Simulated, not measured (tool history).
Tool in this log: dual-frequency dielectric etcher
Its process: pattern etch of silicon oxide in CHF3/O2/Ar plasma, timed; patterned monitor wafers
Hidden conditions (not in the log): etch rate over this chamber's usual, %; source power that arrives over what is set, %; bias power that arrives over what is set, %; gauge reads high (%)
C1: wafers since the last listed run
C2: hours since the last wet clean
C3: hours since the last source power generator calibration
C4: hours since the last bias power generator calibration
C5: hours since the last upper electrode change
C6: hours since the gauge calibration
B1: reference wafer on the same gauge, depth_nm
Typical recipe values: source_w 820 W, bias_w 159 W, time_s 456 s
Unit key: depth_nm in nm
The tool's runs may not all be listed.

run 1 hour=0 | source_w=760 bias_w=159 time_s=525.5 | C1=0 C2=331.7 C3=2924.9 C4=1024.8 C5=2526.5 C6=826.4 | B1=1119.3 | depth_nm=1066.4
run 2 hour=38 | source_w=920 bias_w=159 time_s=555 | C1=182 C2=369.7 C3=2962.9 C4=1062.8 C5=2564.5 C6=864.4 | B1=1118.4 | depth_nm=1214
run 3 hour=77.5 | source_w=820 bias_w=159 time_s=556.5 | C1=189 C2=409.2 C3=3002.4 C4=1102.3 C5=2604 C6=903.9 | B1=1118 | depth_nm=1163.8
run 4 hour=135.2 | source_w=820 bias_w=159 time_s=556.5 | C1=276 C2=466.9 C3=3060.1 C4=1160 C5=2661.7 C6=961.6 | B1=1117.1 | depth_nm=1165.3
-- hour=163.4 wet clean of the chamber
run 5 hour=220.9 | source_w=820 bias_w=159 time_s=556.5 | C1=295 C2=57.5 C3=3145.8 C4=1245.7 C5=2747.4 C6=1047.3 | B1=1114.5 | depth_nm=1165.1
run 6 hour=298.1 | source_w=760 bias_w=159 time_s=500.5 | C1=369 C2=134.7 C3=3223 C4=1322.9 C5=2824.6 C6=1124.5 | B1=1116.7 | depth_nm=1025.7
run 7 hour=348.9 | source_w=760 bias_w=159 time_s=500.5 | C1=243 C2=185.5 C3=3273.8 C4=1373.7 C5=2875.4 C6=1175.3 | B1=1114.8 | depth_nm=1007.8
run 8 hour=441.4 | source_w=820 bias_w=159 time_s=399.5 | C1=443 C2=278 C3=3366.3 C4=1466.2 C5=2967.9 C6=1267.8 | B1=1114.1 | depth_nm=829.3
run 9 hour=499.2 | source_w=820 bias_w=159 time_s=456 | C1=276 C2=335.8 C3=3424.1 C4=1524 C5=3025.7 C6=1325.6 | B1=1113.1 | depth_nm=948.4
run 10 hour=556.6 | source_w=820 bias_w=159 time_s=456 | C1=274 C2=393.2 C3=3481.5 C4=1581.4 C5=3083.1 C6=1383 | B1=1111.4 | depth_nm=946.2
-- hour=615.5 wet clean of the chamber
run 11 hour=616.7 | source_w=820 bias_w=159 time_s=456 | C1=172 C2=1.2 C3=3541.6 C4=1641.5 C5=3143.2 C6=1443.1 | B1=1112.5 | depth_nm=955.2
run 12 hour=710.6 | source_w=820 bias_w=159 time_s=456 | C1=449 C2=95.1 C3=3635.5 C4=1735.4 C5=3237.1 C6=1537 | B1=1111.3 | depth_nm=943.4
run 13 hour=778.4 | source_w=820 bias_w=159 time_s=497.5 | C1=324 C2=162.9 C3=3703.3 C4=1803.2 C5=3304.9 C6=1604.8 | B1=1112.5 | depth_nm=1039.5
run 14 hour=866.9 | source_w=990 bias_w=159 time_s=320 | C1=423 C2=251.4 C3=3791.8 C4=1891.7 C5=3393.4 C6=1693.3 | B1=1110.5 | depth_nm=704.7
-- hour=912.3 bias power generator calibrated
run 15 hour=959.4 | source_w=920 bias_w=159 time_s=456 | C1=423 C2=343.9 C3=3884.3 C4=47.1 C5=3485.9 C6=1785.8 | B1=1110.3 | depth_nm=972.2
run 16 hour=1013.7 | source_w=820 bias_w=159 time_s=456 | C1=260 C2=398.2 C3=3938.6 C4=101.4 C5=3540.2 C6=1840.1 | B1=1109.7 | depth_nm=941.5
run 17 hour=1100.6 | source_w=710 bias_w=159 time_s=456 | C1=416 C2=485.1 C3=4025.5 C4=188.3 C5=3627.1 C6=1927 | B1=1108.2 | depth_nm=900.3
-- hour=1139.2 wet clean of the chamber
run 18 hour=1184.6 | source_w=720 bias_w=145 time_s=415.5 | C1=287 C2=45.4 C3=4109.5 C4=272.3 C5=3711.1 C6=2011 | B1=1108.4 | depth_nm=802.6
-- hour=1285.1 upper electrode replaced
run 19 hour=1285.6 | source_w=820 bias_w=159 time_s=456 | C1=368 C2=146.4 C3=4210.5 C4=373.3 C5=0.5 C6=2112 | B1=1107.9 | depth_nm=938.3
-- hour=1349.1 source power generator calibrated
-- hour=1373.1 gauge calibrated
run 20 hour=1373.4 | source_w=820 bias_w=159 time_s=377.5 | C1=401 C2=234.2 C3=24.3 C4=461.1 C5=88.3 C6=0.3 | B1=1145.1 | depth_nm=805.9
run 21 hour=1468.5 | source_w=820 bias_w=194 time_s=528.5 | C1=455 C2=329.3 C3=119.4 C4=556.2 C5=183.4 C6=95.4 | B1=1138.2 | depth_nm=1191.5
run 22 hour=1558.3 | source_w=820 bias_w=198 time_s=456 | C1=430 C2=419.1 C3=209.2 C4=646 C5=273.2 C6=185.2 | B1=1135.5 | depth_nm=1031.2
-- hour=1587.3 wet clean of the chamber
run 23 hour=1630.2 | source_w=940 bias_w=159 time_s=515 | C1=229 C2=42.9 C3=281.1 C4=717.9 C5=345.1 C6=257.1 | B1=1132.1 | depth_nm=1128.2
run 24 hour=1734.8 | source_w=980 bias_w=159 time_s=520.5 | C1=501 C2=147.5 C3=385.7 C4=822.5 C5=449.7 C6=361.7 | B1=1128.1 | depth_nm=1157.2
run 25 hour=1780.4 | source_w=820 bias_w=159 time_s=456 | C1=218 C2=193.1 C3=431.3 C4=868.1 C5=495.3 C6=407.3 | B1=1126.4 | depth_nm=959.8
run 26 hour=1825.8 | source_w=890 bias_w=187 time_s=405.5 | C1=217 C2=238.5 C3=476.7 C4=913.5 C5=540.7 C6=452.7 | B1=1126.9 | depth_nm=917.4
run 27 hour=1870.3 | source_w=930 bias_w=159 time_s=328 | C1=213 C2=283 C3=521.2 C4=958 C5=585.2 C6=497.2 | B1=1122 | depth_nm=719.6
run 28 hour=1912.2 | source_w=970 bias_w=125 time_s=390 | C1=200 C2=324.9 C3=563.1 C4=999.9 C5=627.1 C6=539.1 | B1=1123.1 | depth_nm=804.6
run 29 hour=2005.2 | source_w=820 bias_w=134 time_s=528.5 | C1=445 C2=417.9 C3=656.1 C4=1092.9 C5=720.1 C6=632.1 | B1=1120.1 | depth_nm=1046.3
run 30 hour=2084.5 | source_w=690 bias_w=135 time_s=365 | C1=379 C2=497.2 C3=735.4 C4=1172.2 C5=799.4 C6=711.4 | B1=1118.5 | depth_nm=690.7

Pick out some run-to-run changes in depth_nm. Of each, how much would a tool without hidden state show as well, from the settings, what came in and chance, and how much is left for the hidden state and any gauge scatter not in both results compared?
Run 13 -> 14: source_w 820 -> 990, time_s 497.5 -> 320. depth_nm -334.8 nm: hidden state +8.7, all else -343.5.
Run 14 -> 15: source_w 990 -> 920, time_s 320 -> 456, bias power generator calibrated. depth_nm +267.5 nm: hidden state -7.8, all else +275.3.
Run 19 -> 20: time_s 456 -> 377.5, source power generator calibrated, gauge calibrated. depth_nm -132.4 nm: hidden state +29.2, all else -161.6.
Run 20 -> 21: bias_w 159 -> 194, time_s 377.5 -> 528.5. depth_nm +385.6 nm: hidden state -4.2, all else +389.8.
Run 29 -> 30: source_w 820 -> 690, bias_w 134 -> 135, time_s 528.5 -> 365. depth_nm -355.6 nm: hidden state +5.4, all else -361.
